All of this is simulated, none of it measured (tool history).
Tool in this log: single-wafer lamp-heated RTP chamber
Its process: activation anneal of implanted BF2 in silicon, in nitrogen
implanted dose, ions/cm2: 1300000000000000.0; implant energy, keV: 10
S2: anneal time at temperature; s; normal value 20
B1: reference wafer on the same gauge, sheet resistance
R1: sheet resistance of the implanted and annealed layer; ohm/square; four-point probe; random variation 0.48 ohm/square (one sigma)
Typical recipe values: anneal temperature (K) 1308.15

{"run": 1, "hour": 0.0, "anneal temperature (K)": 1325.15, "S2": 20, "B1": 190.91, "R1": 148.4}
{"run": 2, "hour": 47.1, "anneal temperature (K)": 1325.15, "S2": 20, "B1": 190.93, "R1": 148.19}
{"run": 3, "hour": 76.8, "anneal temperature (K)": 1325.15, "S2": 20, "B1": 190.95, "R1": 147.85}
{"hour": 109.7, "done": "pyrometer window cleaned and pyrometer calibrated"}
{"run": 4, "hour": 124.2, "anneal temperature (K)": 1302.15, "S2": 26, "B1": 190.75, "R1": 164.73}
{"run": 5, "hour": 188.8, "anneal temperature (K)": 1302.15, "S2": 26, "B1": 190.93, "R1": 162.56}
{"run": 6, "hour": 223.9, "anneal temperature (K)": 1324.15, "S2": 20, "B1": 191.1, "R1": 148.97}
{"run": 7, "hour": 292.8, "anneal temperature (K)": 1308.15, "S2": 15, "B1": 190.96, "R1": 173.05}
{"hour": 317.3, "done": "reflector plate cleaned"}
{"run": 8, "hour": 352.3, "anneal temperature (K)": 1308.15, "S2": 14, "B1": 191.29, "R1": 180.32}
{"run": 9, "hour": 395.6, "anneal temperature (K)": 1308.15, "S2": 14, "B1": 191.14, "R1": 178.57}
{"run": 10, "hour": 448.1, "anneal temperature (K)": 1308.15, "S2": 20, "B1": 191.3, "R1": 165.75}
{"hour": 460.9, "done": "pyrometer window cleaned and pyrometer calibrated"}
{"run": 11, "hour": 506.5, "anneal temperature (K)": 1308.15, "S2": 20, "B1": 190.88, "R1": 168.36}
{"run": 12, "hour": 645.7, "anneal temperature (K)": 1308.15, "S2": 20, "B1": 191.23, "R1": 165.41}
{"run": 13, "hour": 703.7, "anneal temperature (K)": 1308.15, "S2": 20, "B1": 190.94, "R1": 164.93}
{"run": 14, "hour": 769.7, "anneal temperature (K)": 1308.15, "S2": 20, "B1": 190.94, "R1": 164.4}
{"run": 15, "hour": 829.9, "anneal temperature (K)": 1308.15, "S2": 20, "B1": 190.93, "R1": 162.66}
{"hour": 854.4, "done": "pyrometer window cleaned and pyrometer calibrated"}
{"run": 16, "hour": 880.1, "anneal temperature (K)": 1308.15, "S2": 20, "B1": 191.05, "R1": 165.56}
{"hour": 904.5, "done": "reflector plate cleaned"}
{"run": 17, "hour": 927.9, "anneal temperature (K)": 1334.15, "S2": 14, "B1": 191.09, "R1": 151.45}
{"run": 18, "hour": 957.0, "anneal temperature (K)": 1284.15, "S2": 12, "B1": 191.03, "R1": 235.53}
{"run": 19, "hour": 1000.2, "anneal temperature (K)": 1330.15, "S2": 8, "B1": 191.26, "R1": 173.61}
{"run": 20, "hour": 1046.8, "anneal temperature (K)": 1308.15, "S2": 27, "B1": 191.03, "R1": 157.19}
{"run": 21, "hour": 1086.8, "anneal temperature (K)": 1308.15, "S2": 20, "B1": 190.87, "R1": 167.02}
{"hour": 1150.0, "done": "pyrometer window cleaned and pyrometer calibrated"}
{"run": 22, "hour": 1223.3, "anneal temperature (K)": 1308.15, "S2": 16, "B1": 191.14, "R1": 174.52}
{"run": 23, "hour": 1277.9, "anneal temperature (K)": 1322.15, "S2": 14, "B1": 191.04, "R1": 160.65}
{"hour": 1282.8, "done": "gauge calibrated"}
{"run": 24, "hour": 1319.7, "anneal temperature (K)": 1324.15, "S2": 10, "B1": 191.11, "R1": 168.35}
{"hour": 1391.9, "done": "reflector plate cleaned"}
{"run": 25, "hour": 1392.4, "anneal temperature (K)": 1294.15, "S2": 29, "B1": 190.98, "R1": 167.82}
{"run": 26, "hour": 1412.5, "anneal temperature (K)": 1308.15, "S2": 20, "B1": 191.17, "R1": 166.3}
{"run": 27, "hour": 1448.0, "anneal temperature (K)": 1308.15, "S2": 10, "B1": 191.24, "R1": 194.7}
{"run": 28, "hour": 1506.7, "anneal temperature (K)": 1308.15, "S2": 20, "B1": 190.66, "R1": 166.87}
{"hour": 1526.2, "done": "pyrometer window cleaned and pyrometer calibrated"}
{"run": 29, "hour": 1547.1, "anneal temperature (K)": 1324.15, "S2": 12, "B1": 190.92, "R1": 167.38}
{"run": 30, "hour": 1593.7, "anneal temperature (K)": 1308.15, "S2": 20, "B1": 191.16, "R1": 168.19}
{"run": 31, "hour": 1648.1, "anneal temperature (K)": 1323.15, "S2": 14, "B1": 191.01, "R1": 160.81}
{"run": 32, "hour": 1676.1, "anneal temperature (K)": 1330.15, "S2": 28, "B1": 190.96, "R1": 136.05}
{"run": 33, "hour": 1730.9, "anneal temperature (K)": 1308.15, "S2": 20, "B1": 190.98, "R1": 165.63}

Below, some changes in R1 between adjacent runs. For each, the amount present without the hidden state too (settings, incoming material, random variation) and the amount remaining for the hidden state with gauge scatter not shared by both compared results:
The tool's hidden condition here consists of: true wafer temperature minus pyrometer reading, K; wafer temperature error from the tarnished reflector plate, K; gauge reads high (%).
Run 6 -> 7: anneal temperature (K) 1324.15 -> 1308.15, S2 20 -> 15. R1 +24.08 ohm/square: hidden state -3.85, all else +27.93.
Run 16 -> 17: anneal temperature (K) 1308.15 -> 1334.15, S2 20 -> 14, reflector plate cleaned. R1 -14.11 ohm/square: hidden state +3.23, all else -17.34.
Run 17 -> 18: anneal temperature (K) 1334.15 -> 1284.15, S2 14 -> 12. R1 +84.08 ohm/square: hidden state -3.73, all else +87.81.
Run 18 -> 19: anneal temperature (K) 1284.15 -> 1330.15, S2 12 -> 8. R1 -61.92 ohm/square: hidden state +2.10, all else -64.02.
Run 32 -> 33: anneal temperature (K) 1330.15 -> 1308.15, S2 28 -> 20. R1 +29.58 ohm/square: hidden state -0.92, all else +30.50.

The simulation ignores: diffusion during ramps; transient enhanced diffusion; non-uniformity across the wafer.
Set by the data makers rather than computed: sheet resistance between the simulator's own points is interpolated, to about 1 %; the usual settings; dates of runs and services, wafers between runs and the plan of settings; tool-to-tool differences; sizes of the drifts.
